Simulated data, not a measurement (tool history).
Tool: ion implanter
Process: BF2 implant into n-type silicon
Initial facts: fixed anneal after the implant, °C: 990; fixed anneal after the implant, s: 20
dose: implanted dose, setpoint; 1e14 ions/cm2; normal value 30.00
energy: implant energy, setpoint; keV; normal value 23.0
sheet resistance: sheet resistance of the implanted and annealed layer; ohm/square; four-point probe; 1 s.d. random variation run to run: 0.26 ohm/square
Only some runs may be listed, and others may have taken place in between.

| run | hour | dose | energy | read-back reference wafer on the same gauge, sheet resistance | sheet resistance |
|---|---|---|---|---|---|
| 1 | 0.0 | 32.49 | 17.0 | 199.71 | 199.43 |
| 2 | 32.2 | 32.49 | 17.0 | 200.00 | 200.09 |
|  | 40.8 | gauge calibrated |
| 3 | 101.9 | 32.49 | 17.0 | 196.74 | 196.26 |
| 4 | 157.3 | 30.00 | 23.0 | 196.82 | 171.74 |
| 5 | 222.1 | 30.00 | 23.0 | 197.22 | 172.20 |
|  | 260.1 | extraction supply calibrated |
| 6 | 264.3 | 30.00 | 23.0 | 197.47 | 172.48 |
| 7 | 334.4 | 30.00 | 23.0 | 197.97 | 172.97 |
|  | 351.1 | Faraday cup replaced and dose calibrated |
| 8 | 396.2 | 30.00 | 31.0 | 198.36 | 149.13 |
| 9 | 464.5 | 33.45 | 19.5 | 199.14 | 185.80 |
|  | 513.9 | gauge calibrated |
| 10 | 529.0 | 23.40 | 29.5 | 196.97 | 154.61 |
| 11 | 583.4 | 30.00 | 23.0 | 197.02 | 172.09 |
| 12 | 612.8 | 30.00 | 28.5 | 197.03 | 154.58 |
| 13 | 658.3 | 22.16 | 17.0 | 197.30 | 204.63 |
| 14 | 692.1 | 30.00 | 23.0 | 197.42 | 172.47 |
| 15 | 743.7 | 24.74 | 27.5 | 197.67 | 161.00 |

3 options for the next run, each taken on its own from the tool as it stands now. Forecast them:
| A | 744.1 | 30.00 | 30.5 | ? | ? |
| B | 744.1 | 27.19 | 16.5 | ? | ? |
| C | 744.1 | 27.51 | 16.0 | ? | ? |

| run | read-back reference wafer on the same gauge, sheet resistance | sheet resistance |
|---|---|---|
| A | 197.70 | 150.00 |
| B | 197.70 | 203.82 |
| C | 197.70 | 206.39 |
The same runs, with their run-to-run variation unchanged, on a tool lacking any hidden condition would have given:
| run | sheet resistance |
|---|---|
| A | 149.50 |
| B | 203.14 |
| C | 205.70 |
